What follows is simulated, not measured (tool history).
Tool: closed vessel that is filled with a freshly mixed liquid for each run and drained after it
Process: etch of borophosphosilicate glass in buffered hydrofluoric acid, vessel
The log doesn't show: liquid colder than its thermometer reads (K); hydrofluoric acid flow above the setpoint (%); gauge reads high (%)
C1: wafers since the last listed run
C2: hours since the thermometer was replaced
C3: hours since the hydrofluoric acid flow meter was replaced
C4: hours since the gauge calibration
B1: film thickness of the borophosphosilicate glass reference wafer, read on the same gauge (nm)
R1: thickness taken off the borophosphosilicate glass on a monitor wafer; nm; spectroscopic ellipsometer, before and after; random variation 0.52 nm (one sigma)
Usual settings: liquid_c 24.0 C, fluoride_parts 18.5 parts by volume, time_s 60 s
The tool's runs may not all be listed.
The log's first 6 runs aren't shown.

Run 7, hour 96.1: usual settings; C1 3211; C2 1555.6; C3 1341.0; C4 324.3; B1 40.01. Result: R1 65.61 nm.
Run 8, hour 109.8: usual settings; C1 1912; C2 1569.3; C3 1354.7; C4 338.0; B1 39.99. Result: R1 65.94 nm.
At hour 110.8: thermometer replaced.
Run 9, hour 127.8: usual settings; C1 2373; C2 17.0; C3 1372.7; C4 356.0; B1 39.99. Result: R1 72.91 nm.
Run 10, hour 142.9: usual settings; C1 2108; C2 32.1; C3 1387.8; C4 371.1; B1 39.98. Result: R1 72.13 nm.
Run 11, hour 149.8: usual settings; C1 963; C2 39.0; C3 1394.7; C4 378.0; B1 40.01. Result: R1 73.37 nm.
Run 12, hour 159.6: usual settings; C1 1368; C2 48.8; C3 1404.5; C4 387.8; B1 40.00. Result: R1 72.74 nm.
At hour 160.7: gauge calibrated.
Run 13, hour 170.1: usual settings but fluoride_parts 12.5 parts by volume; C1 1465; C2 59.3; C3 1415.0; C4 9.4; B1 40.01. Result: R1 107.43 nm.
Run 14, hour 185.0: usual settings; C1 2080; C2 74.2; C3 1429.9; C4 24.3; B1 39.94. Result: R1 72.69 nm.
Run 15, hour 193.3: usual settings but fluoride_parts 22.0 parts by volume, time_s 90 s; C1 1158; C2 82.5; C3 1438.2; C4 32.6; B1 39.99. Result: R1 91.90 nm.
At hour 202.8: hydrofluoric acid flow meter replaced.
Run 16, hour 208.3: usual settings but liquid_c 25.5 C, fluoride_parts 15.5 parts by volume, time_s 70 s; C1 1954; C2 97.5; C3 5.5; C4 47.6; B1 40.02. Result: R1 99.05 nm.
Run 17, hour 221.6: usual settings but liquid_c 20.0 C, fluoride_parts 13.0 parts by volume, time_s 30 s; C1 1856; C2 110.8; C3 18.8; C4 60.9; B1 39.99. Result: R1 37.00 nm.
Run 18, hour 234.6: usual settings but liquid_c 29.0 C, fluoride_parts 25.0 parts by volume; C1 1815; C2 123.8; C3 31.8; C4 73.9; B1 39.98. Result: R1 67.66 nm.
Run 19, hour 242.5: usual settings but liquid_c 25.5 C, fluoride_parts 15.5 parts by volume, time_s 85 s; C1 1102; C2 131.7; C3 39.7; C4 81.8; B1 39.97. Result: R1 119.88 nm.
Run 20, hour 248.8: usual settings but fluoride_parts 23.0 parts by volume, time_s 45 s; C1 879; C2 138.0; C3 46.0; C4 88.1; B1 39.98. Result: R1 41.54 nm.
Run 21, hour 256.5: usual settings but liquid_c 26.0 C, fluoride_parts 25.5 parts by volume, time_s 80 s; C1 1075; C2 145.7; C3 53.7; C4 95.8; B1 40.02. Result: R1 76.59 nm.
Run 22, hour 272.2: usual settings; C1 2191; C2 161.4; C3 69.4; C4 111.5; B1 39.99. Result: R1 65.74 nm.
Run 23, hour 286.0: usual settings but liquid_c 27.5 C; C1 1926; C2 175.2; C3 83.2; C4 125.3; B1 40.03. Result: R1 78.34 nm.
Run 24, hour 319.2: usual settings but time_s 45 s; C1 4635; C2 208.4; C3 116.4; C4 158.5; B1 40.05. Result: R1 48.93 nm.
Run 25, hour 331.5: usual settings; C1 1717; C2 220.7; C3 128.7; C4 170.8; B1 39.96. Result: R1 64.96 nm.
Run 26, hour 344.9: usual settings but liquid_c 28.5 C, fluoride_parts 23.5 parts by volume; C1 1870; C2 234.1; C3 142.1; C4 184.2; B1 40.00. Result: R1 68.24 nm.
Run 27, hour 354.2: usual settings but liquid_c 22.5 C, fluoride_parts 21.0 parts by volume, time_s 70 s; C1 1298; C2 243.4; C3 151.4; C4 193.5; B1 40.00. Result: R1 63.13 nm.
Run 28, hour 363.2: usual settings but time_s 75 s; C1 1256; C2 252.4; C3 160.4; C4 202.5; B1 39.96. Result: R1 82.25 nm.
Run 29, hour 375.9: usual settings but time_s 50 s; C1 1773; C2 265.1; C3 173.1; C4 215.2; B1 40.01. Result: R1 54.63 nm.
Run 30, hour 388.5: usual settings but liquid_c 27.5 C, time_s 90 s; C1 1759; C2 277.7; C3 185.7; C4 227.8; B1 40.02. Result: R1 118.43 nm.
Run 31, hour 421.3: usual settings but liquid_c 19.5 C, fluoride_parts 13.5 parts by volume, time_s 30 s; C1 4579; C2 310.5; C3 218.5; C4 260.6; B1 40.02. Result: R1 35.45 nm.

4 ways to go on from here, each from the tool as it stands after run 31. What would each give?
Run A, hour 422.0: usual settings; C1 97; C2 311.2; C3 219.2; C4 261.3; B1 ?. Result: R1 ?.
Run B, hour 422.0: usual settings but fluoride_parts 24.5 parts by volume, time_s 80 s; C1 97; C2 311.2; C3 219.2; C4 261.3; B1 ?. Result: R1 ?.
Run C, hour 422.0: usual settings but liquid_c 22.5 C, fluoride_parts 21.0 parts by volume, time_s 50 s; C1 97; C2 311.2; C3 219.2; C4 261.3; B1 ?. Result: R1 ?.
Run D, hour 422.0: usual settings but liquid_c 22.5 C; C1 97; C2 311.2; C3 219.2; C4 261.3; B1 ?. Result: R1 ?.

run     B1     R1
  A  40.04  66.17
  B  40.04  70.56
  C  40.04  45.19
  D  40.04  60.96
Without the tool's hidden state the same runs would have given:
run     R1
  A  67.57
  B  72.49
  C  46.44
  D  62.27
